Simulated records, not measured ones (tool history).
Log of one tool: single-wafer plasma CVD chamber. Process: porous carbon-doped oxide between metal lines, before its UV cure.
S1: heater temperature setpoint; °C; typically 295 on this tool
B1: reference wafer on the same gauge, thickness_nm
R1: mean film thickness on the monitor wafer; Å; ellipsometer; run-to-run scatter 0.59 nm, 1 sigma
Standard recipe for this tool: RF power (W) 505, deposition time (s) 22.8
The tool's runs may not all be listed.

Run 1, hour 0: usual settings; B1 111.014. Result: R1 1294.57 Å.
At hour 73.2: RF generator calibrated.
Run 2, hour 73.7: usual settings; B1 110.971. Result: R1 1329.43 Å.
Run 3, hour 294.4: usual settings; B1 111.04. Result: R1 1321.98 Å.
Run 4, hour 336.6: usual settings; B1 110.759. Result: R1 1310.25 Å.
Run 5, hour 391.7: usual settings but RF power (W) 575, deposition time (s) 25.3; B1 111.131. Result: R1 1637.88 Å.
Run 6, hour 445.9: usual settings but RF power (W) 575, deposition time (s) 25.3; B1 110.854. Result: R1 1632.13 Å.
Run 7, hour 510.3: usual settings but RF power (W) 575, deposition time (s) 25.3; B1 110.826. Result: R1 1643.28 Å.
Run 8, hour 572.5: usual settings; B1 111.013. Result: R1 1312.61 Å.
Run 9, hour 651.4: usual settings; B1 110.969. Result: R1 1312.99 Å.
Run 10, hour 754.1: usual settings but deposition time (s) 24.6; B1 110.962. Result: R1 1402.45 Å.
Run 11, hour 791.4: usual settings but deposition time (s) 24.6; B1 111.013. Result: R1 1406.31 Å.
Run 12, hour 881: usual settings; B1 110.819. Result: R1 1291.23 Å.
Run 13, hour 920.1: usual settings; B1 111.129. Result: R1 1296.48 Å.
Run 14, hour 986.3: usual settings; B1 110.973. Result: R1 1290.34 Å.
At hour 1034.8: showerhead replaced.
Run 15, hour 1088.1: usual settings but S1 287 °C, RF power (W) 405; B1 111.05. Result: R1 1047.82 Å.
Run 16, hour 1147.1: usual settings but S1 287 °C, deposition time (s) 18.9; B1 111.03. Result: R1 1130.08 Å.
At hour 1158.9: thermocouple changed; heater temperature recalibrated.
At hour 1209.4: gauge calibrated.
Run 17, hour 1214: usual settings; B1 110.884. Result: R1 1281.98 Å.
Run 18, hour 1259.1: usual settings but S1 287 °C, deposition time (s) 18.9; B1 111.094. Result: R1 1119.66 Å.
Run 19, hour 1330.7: usual settings but S1 310 °C, RF power (W) 575, deposition time (s) 19.2; B1 110.887. Result: R1 1136.31 Å.
Run 20, hour 1410: usual settings; B1 110.963. Result: R1 1279.11 Å.
At hour 1451.5: RF generator calibrated.
Run 21, hour 1452: usual settings but S1 283 °C; B1 111.212. Result: R1 1418.18 Å.
Run 22, hour 1554.1: usual settings but S1 286 °C, RF power (W) 405; B1 111.051. Result: R1 1079.15 Å.
Run 23, hour 1652.5: usual settings but deposition time (s) 27.3; B1 111.239. Result: R1 1577.74 Å.
Run 24, hour 1723.2: usual settings but S1 310 °C, RF power (W) 465; B1 110.812. Result: R1 1118.3 Å.
Run 25, hour 1778.1: usual settings but S1 284 °C, RF power (W) 550, deposition time (s) 25.6; B1 111.04. Result: R1 1709.24 Å.
Run 26, hour 1864.3: usual settings; B1 110.923. Result: R1 1311.44 Å.

Run 27 is up next; what results do you expect?
Run 27, hour 1956.1: usual settings but S1 310 °C, RF power (W) 580, deposition time (s) 25.9; B1 ?. Result: R1 ?.

B1: 110.91
R1: 1563.56 Å
Minus the tool's unlogged condition, the same run would have read R1 1582.73 Å.
